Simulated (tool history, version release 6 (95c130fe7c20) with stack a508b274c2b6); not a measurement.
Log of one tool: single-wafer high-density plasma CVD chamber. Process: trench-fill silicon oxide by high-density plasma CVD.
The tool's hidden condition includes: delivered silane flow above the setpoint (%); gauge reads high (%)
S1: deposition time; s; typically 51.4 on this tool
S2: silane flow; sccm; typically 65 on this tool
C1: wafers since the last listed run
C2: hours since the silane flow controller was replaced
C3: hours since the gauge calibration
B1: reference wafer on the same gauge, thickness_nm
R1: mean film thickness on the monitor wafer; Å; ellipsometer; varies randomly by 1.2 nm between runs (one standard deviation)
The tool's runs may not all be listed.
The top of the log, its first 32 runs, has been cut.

run 33 hour=812.1 | S1=51.4 S2=61 | C1=619 C2=410.8 C3=475.7 | B1=285.328 | R1=3181.50
run 34 hour=830.5 | S1=51.4 S2=77 | C1=435 C2=429.2 C3=494.1 | B1=285.421 | R1=3927.25
run 35 hour=867.7 | S1=44.0 S2=78 | C1=880 C2=466.4 C3=531.3 | B1=285.860 | R1=3442.61
run 36 hour=895.9 | S1=56.8 S2=65 | C1=667 C2=494.6 C3=559.5 | B1=286.129 | R1=3761.62
run 37 hour=908.1 | S1=51.4 S2=65 | C1=288 C2=506.8 C3=571.7 | B1=286.173 | R1=3383.73
run 38 hour=935.6 | S1=56.3 S2=70 | C1=650 C2=534.3 C3=599.2 | B1=286.296 | R1=3986.77
run 39 hour=959.7 | S1=56.1 S2=75 | C1=570 C2=558.4 C3=623.3 | B1=286.555 | R1=4197.84
run 40 hour=972.4 | S1=61.5 S2=56 | C1=300 C2=571.1 C3=636.0 | B1=286.531 | R1=3562.29
run 41 hour=993.3 | S1=57.1 S2=65 | C1=494 C2=592.0 C3=656.9 | B1=286.703 | R1=3777.33
run 42 hour=1011.7 | S1=48.2 S2=59 | C1=435 C2=610.4 C3=675.3 | B1=286.641 | R1=2915.57
run 43 hour=1036.8 | S1=51.4 S2=72 | C1=593 C2=635.5 C3=700.4 | B1=286.966 | R1=3754.16
run 44 hour=1062.4 | S1=54.1 S2=57 | C1=605 C2=661.1 C3=726.0 | B1=287.175 | R1=3212.20
run 45 hour=1084.8 | S1=44.6 S2=65 | C1=530 C2=683.5 C3=748.4 | B1=287.171 | R1=2958.73
run 46 hour=1101.0 | S1=51.4 S2=65 | C1=383 C2=699.7 C3=764.6 | B1=287.535 | R1=3419.40

Here are 5 independent what-if runs from the current tool condition. What would each one return?
run A hour=1101.4 | S1=51.4 S2=65 | C1=9 C2=700.1 C3=765.0 | B1=? | R1=?
run B hour=1101.4 | S1=58.4 S2=72 | C1=9 C2=700.1 C3=765.0 | B1=? | R1=?
run C hour=1101.4 | S1=43.0 S2=58 | C1=9 C2=700.1 C3=765.0 | B1=? | R1=?
run D hour=1101.4 | S1=43.7 S2=61 | C1=9 C2=700.1 C3=765.0 | B1=? | R1=?
run E hour=1101.4 | S1=41.6 S2=62 | C1=9 C2=700.1 C3=765.0 | B1=? | R1=?

run=A B1=287.226 R1=3401.52
run=B B1=287.226 R1=4235.81
run=C B1=287.226 R1=2572.43
run=D B1=287.226 R1=2733.30
run=E B1=287.226 R1=2639.71
Without the tool's hidden state the same runs would have given:
run=A R1=3267.19
run=B R1=4068.52
run=C R1=2470.84
run=D R1=2625.35
run=E R1=2535.46

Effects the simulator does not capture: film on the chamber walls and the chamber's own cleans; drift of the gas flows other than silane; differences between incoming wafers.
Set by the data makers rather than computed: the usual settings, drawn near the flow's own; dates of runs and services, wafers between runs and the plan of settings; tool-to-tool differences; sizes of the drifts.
